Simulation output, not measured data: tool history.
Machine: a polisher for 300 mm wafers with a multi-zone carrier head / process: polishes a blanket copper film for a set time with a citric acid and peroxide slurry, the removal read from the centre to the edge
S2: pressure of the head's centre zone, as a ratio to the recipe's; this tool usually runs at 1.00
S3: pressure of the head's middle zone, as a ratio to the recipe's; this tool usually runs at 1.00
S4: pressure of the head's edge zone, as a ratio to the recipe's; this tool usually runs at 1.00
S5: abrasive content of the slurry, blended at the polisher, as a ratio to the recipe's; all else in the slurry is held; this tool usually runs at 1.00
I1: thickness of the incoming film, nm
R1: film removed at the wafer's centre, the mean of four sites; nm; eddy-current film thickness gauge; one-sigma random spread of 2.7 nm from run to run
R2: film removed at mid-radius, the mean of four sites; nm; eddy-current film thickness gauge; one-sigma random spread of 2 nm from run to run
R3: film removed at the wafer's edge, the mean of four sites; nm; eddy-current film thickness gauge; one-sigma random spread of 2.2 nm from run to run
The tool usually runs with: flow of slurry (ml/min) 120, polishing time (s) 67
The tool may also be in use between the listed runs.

{"run": 1, "hour": 0.0, "flow of slurry (ml/min)": 120, "S2": 1.0, "S3": 1.0, "S4": 1.09, "S5": 0.75, "polishing time (s)": 67, "I1": 927.6, "R1": 176.8, "R2": 193.2, "R3": 208.9}
{"run": 2, "hour": 52.1, "flow of slurry (ml/min)": 100, "S2": 1.0, "S3": 1.09, "S4": 0.91, "S5": 1.0, "polishing time (s)": 59, "I1": 927.3, "R1": 156.4, "R2": 179.9, "R3": 165.1}
{"run": 3, "hour": 89.0, "flow of slurry (ml/min)": 120, "S2": 1.0, "S3": 0.92, "S4": 1.1, "S5": 1.1, "polishing time (s)": 67, "I1": 925.7, "R1": 186.9, "R2": 187.0, "R3": 217.0}
{"run": 4, "hour": 145.1, "flow of slurry (ml/min)": 120, "S2": 1.0, "S3": 1.0, "S4": 1.0, "S5": 1.0, "polishing time (s)": 67, "I1": 944.8, "R1": 183.2, "R2": 198.3, "R3": 207.7}
{"hour": 156.0, "done": "centre zone pressure recalibrated"}
{"run": 5, "hour": 207.9, "flow of slurry (ml/min)": 150, "S2": 0.93, "S3": 1.12, "S4": 1.0, "S5": 1.0, "polishing time (s)": 67, "I1": 937.4, "R1": 188.1, "R2": 231.6, "R3": 208.5}
{"hour": 219.6, "done": "worn pad replaced by a new one"}
{"run": 6, "hour": 240.0, "flow of slurry (ml/min)": 135, "S2": 1.0, "S3": 0.92, "S4": 1.0, "S5": 1.0, "polishing time (s)": 67, "I1": 943.0, "R1": 191.6, "R2": 184.4, "R3": 209.9}
{"hour": 284.0, "done": "edge zone pressure recalibrated"}
{"run": 7, "hour": 290.7, "flow of slurry (ml/min)": 120, "S2": 0.94, "S3": 1.0, "S4": 1.0, "S5": 1.0, "polishing time (s)": 67, "I1": 927.4, "R1": 171.3, "R2": 193.7, "R3": 203.8}
{"run": 8, "hour": 347.1, "flow of slurry (ml/min)": 120, "S2": 0.96, "S3": 0.95, "S4": 1.09, "S5": 1.0, "polishing time (s)": 67, "I1": 938.7, "R1": 166.3, "R2": 181.5, "R3": 211.8}
{"run": 9, "hour": 393.9, "flow of slurry (ml/min)": 120, "S2": 1.0, "S3": 1.0, "S4": 1.11, "S5": 1.15, "polishing time (s)": 67, "I1": 931.9, "R1": 176.7, "R2": 195.4, "R3": 217.1}
{"run": 10, "hour": 457.9, "flow of slurry (ml/min)": 120, "S2": 1.08, "S3": 1.0, "S4": 1.0, "S5": 1.0, "polishing time (s)": 67, "I1": 943.7, "R1": 183.1, "R2": 189.4, "R3": 199.7}
{"hour": 478.9, "done": "carrier head's membrane replaced by a new one"}
{"run": 11, "hour": 496.5, "flow of slurry (ml/min)": 120, "S2": 1.0, "S3": 1.11, "S4": 1.0, "S5": 1.3, "polishing time (s)": 74, "I1": 951.1, "R1": 196.9, "R2": 233.8, "R3": 227.4}
{"run": 12, "hour": 526.5, "flow of slurry (ml/min)": 140, "S2": 1.08, "S3": 0.94, "S4": 0.95, "S5": 1.0, "polishing time (s)": 67, "I1": 940.6, "R1": 187.0, "R2": 184.3, "R3": 199.4}
{"hour": 531.2, "done": "centre zone pressure recalibrated"}
{"run": 13, "hour": 595.0, "flow of slurry (ml/min)": 120, "S2": 1.0, "S3": 1.0, "S4": 1.0, "S5": 1.0, "polishing time (s)": 67, "I1": 947.8, "R1": 174.9, "R2": 184.6, "R3": 194.6}
{"hour": 611.0, "done": "slurry nozzle cleaned"}
{"hour": 615.1, "done": "worn pad replaced by a new one"}
{"run": 14, "hour": 630.9, "flow of slurry (ml/min)": 120, "S2": 0.89, "S3": 0.89, "S4": 1.0, "S5": 1.0, "polishing time (s)": 79, "I1": 929.1, "R1": 210.1, "R2": 218.4, "R3": 250.8}
{"run": 15, "hour": 692.0, "flow of slurry (ml/min)": 120, "S2": 1.05, "S3": 1.0, "S4": 1.07, "S5": 1.0, "polishing time (s)": 67, "I1": 942.5, "R1": 206.8, "R2": 206.3, "R3": 219.9}
{"run": 16, "hour": 722.7, "flow of slurry (ml/min)": 140, "S2": 1.0, "S3": 1.0, "S4": 1.0, "S5": 1.2, "polishing time (s)": 67, "I1": 956.5, "R1": 204.6, "R2": 220.2, "R3": 225.9}
{"run": 17, "hour": 764.8, "flow of slurry (ml/min)": 120, "S2": 1.0, "S3": 1.0, "S4": 1.0, "S5": 1.0, "polishing time (s)": 77, "I1": 946.3, "R1": 220.6, "R2": 235.3, "R3": 240.1}
{"run": 18, "hour": 813.8, "flow of slurry (ml/min)": 120, "S2": 1.1, "S3": 1.0, "S4": 1.0, "S5": 1.25, "polishing time (s)": 67, "I1": 956.9, "R1": 224.1, "R2": 208.8, "R3": 220.2}
{"run": 19, "hour": 839.7, "flow of slurry (ml/min)": 120, "S2": 0.94, "S3": 1.0, "S4": 1.0, "S5": 1.0, "polishing time (s)": 67, "I1": 932.9, "R1": 177.9, "R2": 200.9, "R3": 206.8}
{"run": 20, "hour": 884.5, "flow of slurry (ml/min)": 120, "S2": 1.0, "S3": 1.0, "S4": 1.0, "S5": 1.0, "polishing time (s)": 67, "I1": 949.9, "R1": 188.5, "R2": 203.1, "R3": 209.7}

Below are 5 alternative next runs, each starting from the tool's condition after run 20. Predict each:
{"run": "A", "hour": 884.9, "flow of slurry (ml/min)": 120, "S2": 1.0, "S3": 1.0, "S4": 1.0, "S5": 1.0, "polishing time (s)": 67, "I1": 935.9, "R1": "?", "R2": "?", "R3": "?"}
{"run": "B", "hour": 884.9, "flow of slurry (ml/min)": 120, "S2": 1.0, "S3": 1.04, "S4": 1.0, "S5": 1.0, "polishing time (s)": 67, "I1": 935.9, "R1": "?", "R2": "?", "R3": "?"}
{"run": "C", "hour": 884.9, "flow of slurry (ml/min)": 120, "S2": 1.0, "S3": 1.04, "S4": 0.91, "S5": 0.7, "polishing time (s)": 67, "I1": 935.9, "R1": "?", "R2": "?", "R3": "?"}
{"run": "D", "hour": 884.9, "flow of slurry (ml/min)": 140, "S2": 0.97, "S3": 0.93, "S4": 1.0, "S5": 1.25, "polishing time (s)": 67, "I1": 935.9, "R1": "?", "R2": "?", "R3": "?"}
{"run": "E", "hour": 884.9, "flow of slurry (ml/min)": 150, "S2": 1.0, "S3": 0.93, "S4": 1.0, "S5": 1.0, "polishing time (s)": 67, "I1": 935.9, "R1": "?", "R2": "?", "R3": "?"}

run=A R1=185.5 R2=199.9 R3=208.6
run=B R1=185.5 R2=206.7 R3=208.5
run=C R1=175.1 R2=195.1 R3=188.2
run=D R1=194.9 R2=202.9 R3=222.7
run=E R1=196.5 R2=197.9 R3=216.2
Without the tool's unlogged condition, the same runs would have read:
run=A R1=203.2 R2=206.5 R3=213.3
run=B R1=203.3 R2=213.5 R3=213.2
run=C R1=191.8 R2=201.5 R3=192.4
run=D R1=212.5 R2=208.7 R3=227.1
run=E R1=213.7 R2=203.2 R3=220.3
